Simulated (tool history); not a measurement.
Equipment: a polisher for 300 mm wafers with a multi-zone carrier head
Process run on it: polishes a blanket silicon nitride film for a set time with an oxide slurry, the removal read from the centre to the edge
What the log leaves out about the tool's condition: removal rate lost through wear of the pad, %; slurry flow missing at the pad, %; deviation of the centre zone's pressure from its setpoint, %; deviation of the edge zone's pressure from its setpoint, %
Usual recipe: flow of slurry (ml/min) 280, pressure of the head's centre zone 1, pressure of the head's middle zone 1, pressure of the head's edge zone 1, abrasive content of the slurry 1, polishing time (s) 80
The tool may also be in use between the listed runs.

run     day  flow of slurry (ml/min)  pressure of the head's centre zone  pressure of the head's middle zone  pressure of the head's edge zone  abrasive content of the slurry  polishing time (s)  wafers since the last listed run  wafers polished on this pad  hours since the slurry nozzle was cleaned  hours since the centre zone pressure was calibrated  hours since the edge zone pressure was calibrated  hours since the carrier head's membrane was replaced  incoming thickness of the incoming film, nm  film removed at the wafer's centre (nm)  film removed at mid-radius (nm)  film removed at the wafer's edge (nm)
  1       0                      280                                   1                                   1                                 1                               1                  80                                 0                         1412                                      166.1                                                147.4                                                0.3                                                   237                                        363.2                                     82.1                               78                                   79.3
  2   2.971                      280                                   1                                   1                                 1                               1                  80                               568                         1980                                      237.4                                                218.7                                               71.6                                                 308.3                                        358.3                                     82.6                             79.8                                   80.5
  3   5.125                      280                                   1                                   1                                 1                               1                  80                               412                         2393                                      289.1                                                270.4                                              123.3                                                   360                                        352.8                                     82.3                               79                                   79.1
  4   7.979                      280                                   1                                   1                                 1                               1                  80                               546                         2939                                      357.6                                                338.9                                              191.8                                                 428.5                                        367.1                                     81.3                             77.5                                   79.9
     10.629  -- worn pad replaced by a new one
  5  14.471                      280                                   1                                   1                                 1                               1                  80                              1210                          735                                      513.4                                                494.7                                              347.6                                                 584.3                                        360.1                                     83.7                             78.6                                   80.5
     16.467  -- carrier head's membrane replaced by a new one
  6  18.004                      280                                   1                                   1                                 1                               1                  80                               636                         1371                                      598.2                                                579.5                                              432.4                                                  36.9                                        360.8                                     81.4                             78.5                                   80.4
     18.525  -- centre zone pressure recalibrated
  7  20.446                      280                                   1                                   1                                 1                               1                  80                               451                         1822                                      656.8                                                 46.1                                                491                                                  95.5                                        361.1                                     81.1                             78.2                                   79.5
  8  22.888                      280                                   1                                   1                                 1                               1                  80                               467                         2290                                      715.4                                                104.7                                              549.6                                                 154.1                                        365.5                                     83.1                             80.4                                   78.6
  9  26.008                      280                                   1                                   1                                 1                             1.1                  92                               597                         2887                                      790.3                                                179.6                                              624.5                                                   229                                        361.3                                     98.7                             96.7                                     97
     28.312  -- worn pad replaced by a new one
     29.238  -- edge zone pressure recalibrated
 10  29.504                      280                                   1                                   1                                 1                               1                  89                               621                          211                                      874.2                                                263.5                                                6.4                                                 312.9                                        363.7                                     90.2                             87.6                                   89.1
     30.854  -- slurry nozzle cleaned
 11  32.908                      280                                1.09                                 0.9                                 1                               1                  80                               643                          855                                       49.3                                                345.2                                               88.1                                                 394.6                                        356.9                                     89.4                             70.9                                   80.8
 12    36.2                      340                                   1                                   1                                 1                               1                  80                               629                         1485                                      128.3                                                424.2                                              167.1                                                 473.6                                        358.7                                     85.4                             79.6                                     81
 13  39.908                      280                                   1                                0.91                                 1                               1                  80                               709                         2195                                      217.3                                                513.2                                              256.1                                                 562.6                                          356                                       83                             71.2                                   79.6
     42.012  -- worn pad replaced by a new one
 14  42.817                      280                                   1                                   1                                 1                               1                  80                               524                          154                                      287.1                                                  583                                              325.9                                                 632.4                                        365.8                                     80.2                             77.5                                   78.6
     43.367  -- centre zone pressure recalibrated
     45.333  -- carrier head's membrane replaced by a new one
 15  45.354                      335                                0.95                                0.93                                 1                               1                  54                               429                          584                                        348                                                 47.7                                              386.8                                                   0.5                                        363.8                                     54.6                             51.1                                   55.1
 16  46.796                      280                                   1                                   1                              1.04                               1                  80                               275                          859                                      382.6                                                 82.3                                              421.4                                                  35.1                                          361                                     81.6                             79.9                                   80.8
 17  49.242                      280                                   1                                   1                                 1                               1                  80                               468                         1328                                      441.3                                                  141                                              480.1                                                  93.8                                        355.6                                     79.9                             78.4                                   80.6
 18  51.404                      280                                   1                                   1                                 1                               1                  80                               413                         1741                                      493.2                                                192.9                                                532                                                 145.7                                        361.6                                       82                               79                                   79.1
 19      53                      280                                   1                                   1                                 1                               1                  80                               305                         2047                                      531.5                                                231.2                                              570.3                                                   184                                        362.5                                     82.6                             80.4                                   80.2
     57.808  -- edge zone pressure recalibrated
         60  -- worn pad replaced by a new one
 20  62.596                      280                                   1                                   1                              0.92                               1                  80                              1788                          496                                      761.8                                                461.5                                              114.9                                                 414.3                                        358.2                                     81.3                             78.6                                   77.9

What does the tool deliver on the next run?
     63.858  -- centre zone pressure recalibrated
 21  65.133                      305                                0.94                                   1                                 1                               1                  95                               469                          966                                      822.7                                                 30.6                                              175.8                                                 475.2                                        361.2                                        ?                                ?                                      ?

film removed at the wafer's centre (nm): 93.7
film removed at mid-radius (nm): 94.2
film removed at the wafer's edge (nm): 95.9
Minus the tool's unlogged condition, the same run would have read film removed at the wafer's centre (nm) 93.7, film removed at mid-radius (nm) 94.2, film removed at the wafer's edge (nm) 95.9.
